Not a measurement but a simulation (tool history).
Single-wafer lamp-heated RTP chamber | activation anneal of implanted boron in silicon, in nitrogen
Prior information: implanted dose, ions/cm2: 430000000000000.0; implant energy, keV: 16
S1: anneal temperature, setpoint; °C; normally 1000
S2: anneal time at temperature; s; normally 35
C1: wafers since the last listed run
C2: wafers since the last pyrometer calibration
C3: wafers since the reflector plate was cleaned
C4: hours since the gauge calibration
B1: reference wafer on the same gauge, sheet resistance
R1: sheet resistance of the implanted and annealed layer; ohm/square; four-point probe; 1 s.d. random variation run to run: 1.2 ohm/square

run    hour    S1  S2    C1     C2     C3      C4      B1      R1
  1     0.0  1000  35     0   5709    803  2055.0  251.96  271.30
  2    76.7  1000  35  1243   6953   2047  2131.7  252.06  270.40
  3   116.1  1000  35   639   7592   2686  2171.1  252.21  270.60
  4   168.2  1000  35   845   8437   3531  2223.2  252.55  271.26
  5   243.5  1012  25  1221   9658   4752  2298.5  252.26  268.53
      256.6  -- pyrometer window cleaned and pyrometer calibrated
  6   443.0  1000  21  3105   3022   7858  2498.0  252.02  272.85
  7   522.7  1000  21  1292   4315   9151  2577.7  251.88  273.77
  8   599.4  1000  21  1243   5559  10395  2654.4  251.67  272.00
      679.6  -- gauge calibrated
      694.7  -- reflector plate cleaned
  9   698.5  1000  35  1477   7036     61    18.9  252.13  271.44
 10   765.6  1000  35  1088   8124   1149    86.0  252.11  270.23
 11   832.0  1000  35  1076   9201   2226   152.4  252.13  271.57
 12   868.8  1000  35   596   9798   2823   189.2  252.27  269.33
      938.7  -- pyrometer window cleaned and pyrometer calibrated
 13   967.8  1026  19  1475    471   4299   288.2  251.85  266.59
 14  1013.9   988  47   747   1219   5047   334.3  251.98  274.08
 15  1056.6   977  53   692   1911   5739   377.0  252.38  278.18
 16  1096.2  1000  35   642   2554   6381   416.6  252.48  272.16
 17  1168.5  1029  14  1172   3726   7554   488.9  251.80  267.76
 18  1233.0   973  19  1046   4772   8600   553.4  251.83  290.79
 19  1328.9  1000  35  1555   6328  10156   649.3  251.94  269.11
     1364.0  -- reflector plate cleaned
 20  1386.8  1012  17   809   7137    370   707.2  252.37  268.51
 21  1474.8   987  49  1427   8564   1797   795.2  252.15  272.97
 22  1576.4   988  43  1647  10212   3445   896.8  251.83  273.81
 23  1651.0   976  23  1209  11422   4655   971.4  251.84  286.16
     1666.9  -- pyrometer window cleaned and pyrometer calibrated
 24  1696.1  1000  35   601    474   5256  1016.5  252.10  270.41
 25  1732.4   974  26   588   1063   5845  1052.8  252.06  286.59
 26  1774.4  1000  15   681   1744   6526  1094.8  251.83  272.00
 27  1823.4   985  24   794   2538   7321  1143.8  251.94  279.27
 28  1870.3  1014  46   760   3299   8082  1190.7  251.76  269.52
 29  1975.9  1020  46  1712   5012   9795  1296.3  252.17  267.74
 30  2052.4   985  27  1240   6253  11035  1372.8  252.61  278.86
     2109.3  -- reflector plate cleaned
 31  2142.7  1000  35  1334   7587    542  1463.1  251.76  270.33
 32  2182.0   974  22   637   8225   1179  1502.4  252.15  287.30
 33  2269.3   979  16  1415   9641   2595  1589.7  251.80  283.35
 34  2371.5  1014  54  1657  11298   4252  1691.9  251.98  265.89
     2384.2  -- pyrometer window cleaned and pyrometer calibrated
 35  2447.7   982  35  1106   1029   5359  1768.1  251.98  278.48

For each run, what was the tool's unlogged condition?
true wafer temperature minus pyrometer reading, K: 0 on each run
wafer temperature error from the tarnished reflector plate, K: 0 on each run
gauge reads high (%): 0 on each run

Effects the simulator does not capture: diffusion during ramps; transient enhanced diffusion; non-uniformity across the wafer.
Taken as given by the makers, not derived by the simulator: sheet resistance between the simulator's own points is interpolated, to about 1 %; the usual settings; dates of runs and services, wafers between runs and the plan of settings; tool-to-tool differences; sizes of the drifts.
